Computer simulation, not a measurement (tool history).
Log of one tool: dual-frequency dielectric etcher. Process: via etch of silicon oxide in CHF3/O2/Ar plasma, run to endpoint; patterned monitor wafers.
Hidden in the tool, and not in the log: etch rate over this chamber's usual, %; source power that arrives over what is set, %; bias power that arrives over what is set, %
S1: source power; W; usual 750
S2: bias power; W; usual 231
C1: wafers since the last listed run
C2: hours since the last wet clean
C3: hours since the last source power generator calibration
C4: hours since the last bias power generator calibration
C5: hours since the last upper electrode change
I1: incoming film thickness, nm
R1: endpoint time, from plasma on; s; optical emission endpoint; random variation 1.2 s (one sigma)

{"run": 1, "day": 0.0, "S1": 670, "S2": 245, "C1": 0, "C2": 417.7, "C3": 973.1, "C4": 1844.3, "C5": 2435.3, "I1": 804.1, "R1": 341.1}
{"day": 2.25, "done": "wet clean of the chamber"}
{"run": 2, "day": 4.379, "S1": 700, "S2": 191, "C1": 250, "C2": 51.1, "C3": 1078.2, "C4": 1949.4, "C5": 2540.4, "I1": 797.8, "R1": 384.1}
{"run": 3, "day": 8.083, "S1": 750, "S2": 231, "C1": 275, "C2": 140.0, "C3": 1167.1, "C4": 2038.3, "C5": 2629.3, "I1": 801.2, "R1": 336.9}
{"run": 4, "day": 12.154, "S1": 750, "S2": 231, "C1": 302, "C2": 237.7, "C3": 1264.8, "C4": 2136.0, "C5": 2727.0, "I1": 803.2, "R1": 340.8}
{"run": 5, "day": 13.862, "S1": 750, "S2": 231, "C1": 126, "C2": 278.7, "C3": 1305.8, "C4": 2177.0, "C5": 2768.0, "I1": 795.2, "R1": 334.2}
{"run": 6, "day": 17.279, "S1": 750, "S2": 231, "C1": 253, "C2": 360.7, "C3": 1387.8, "C4": 2259.0, "C5": 2850.0, "I1": 800.7, "R1": 336.7}
{"day": 19.258, "done": "wet clean of the chamber"}
{"day": 21.954, "done": "upper electrode replaced"}
{"run": 7, "day": 21.975, "S1": 750, "S2": 231, "C1": 200, "C2": 65.2, "C3": 1500.5, "C4": 2371.7, "C5": 0.5, "I1": 796.3, "R1": 333.3}
{"run": 8, "day": 24.908, "S1": 750, "S2": 231, "C1": 217, "C2": 135.6, "C3": 1570.9, "C4": 2442.1, "C5": 70.9, "I1": 800.9, "R1": 339.3}
{"run": 9, "day": 28.021, "S1": 750, "S2": 231, "C1": 231, "C2": 210.3, "C3": 1645.6, "C4": 2516.8, "C5": 145.6, "I1": 802.7, "R1": 338.6}
{"day": 28.525, "done": "source power generator calibrated"}
{"run": 10, "day": 30.179, "S1": 750, "S2": 231, "C1": 147, "C2": 262.1, "C3": 39.7, "C4": 2568.6, "C5": 197.4, "I1": 803.0, "R1": 337.3}
{"run": 11, "day": 33.675, "S1": 930, "S2": 257, "C1": 259, "C2": 346.0, "C3": 123.6, "C4": 2652.5, "C5": 281.3, "I1": 795.6, "R1": 292.8}
{"day": 33.883, "done": "bias power generator calibrated"}
{"run": 12, "day": 35.554, "S1": 910, "S2": 216, "C1": 127, "C2": 391.1, "C3": 168.7, "C4": 40.1, "C5": 326.4, "I1": 806.6, "R1": 330.7}
{"day": 39.55, "done": "wet clean of the chamber"}
{"run": 13, "day": 39.571, "S1": 860, "S2": 249, "C1": 223, "C2": 0.5, "C3": 265.1, "C4": 136.5, "C5": 422.8, "I1": 800.1, "R1": 307.3}
{"run": 14, "day": 40.671, "S1": 600, "S2": 187, "C1": 81, "C2": 26.9, "C3": 291.5, "C4": 162.9, "C5": 449.2, "I1": 798.2, "R1": 414.0}
{"run": 15, "day": 43.633, "S1": 650, "S2": 198, "C1": 219, "C2": 98.0, "C3": 362.6, "C4": 234.0, "C5": 520.3, "I1": 796.5, "R1": 387.8}
{"run": 16, "day": 47.954, "S1": 750, "S2": 231, "C1": 320, "C2": 201.7, "C3": 466.3, "C4": 337.7, "C5": 624.0, "I1": 803.2, "R1": 339.4}
{"run": 17, "day": 50.342, "S1": 600, "S2": 187, "C1": 177, "C2": 259.0, "C3": 523.6, "C4": 395.0, "C5": 681.3, "I1": 793.9, "R1": 409.6}
{"run": 18, "day": 52.142, "S1": 600, "S2": 231, "C1": 133, "C2": 302.2, "C3": 566.8, "C4": 438.2, "C5": 724.5, "I1": 803.2, "R1": 367.8}
{"run": 19, "day": 54.492, "S1": 750, "S2": 259, "C1": 174, "C2": 358.6, "C3": 623.2, "C4": 494.6, "C5": 780.9, "I1": 803.5, "R1": 318.0}

Forecast each of these 5 alternatives for the next run:
{"run": "A", "day": 54.512, "S1": 750, "S2": 231, "C1": 1, "C2": 359.1, "C3": 623.7, "C4": 495.1, "C5": 781.4, "I1": 799.7, "R1": "?"}
{"run": "B", "day": 54.512, "S1": 610, "S2": 264, "C1": 1, "C2": 359.1, "C3": 623.7, "C4": 495.1, "C5": 781.4, "I1": 799.7, "R1": "?"}
{"run": "C", "day": 54.512, "S1": 750, "S2": 202, "C1": 1, "C2": 359.1, "C3": 623.7, "C4": 495.1, "C5": 781.4, "I1": 799.7, "R1": "?"}
{"run": "D", "day": 54.512, "S1": 610, "S2": 195, "C1": 1, "C2": 359.1, "C3": 623.7, "C4": 495.1, "C5": 781.4, "I1": 799.7, "R1": "?"}
{"run": "E", "day": 54.512, "S1": 690, "S2": 184, "C1": 1, "C2": 359.1, "C3": 623.7, "C4": 495.1, "C5": 781.4, "I1": 799.7, "R1": "?"}

run=A R1=339.9
run=B R1=339.7
run=C R1=366.8
run=D R1=403.4
run=E R1=399.7
Without the tool's hidden state the same runs would have given:
run=A R1=339.9
run=B R1=339.7
run=C R1=366.8
run=D R1=403.4
run=E R1=399.7

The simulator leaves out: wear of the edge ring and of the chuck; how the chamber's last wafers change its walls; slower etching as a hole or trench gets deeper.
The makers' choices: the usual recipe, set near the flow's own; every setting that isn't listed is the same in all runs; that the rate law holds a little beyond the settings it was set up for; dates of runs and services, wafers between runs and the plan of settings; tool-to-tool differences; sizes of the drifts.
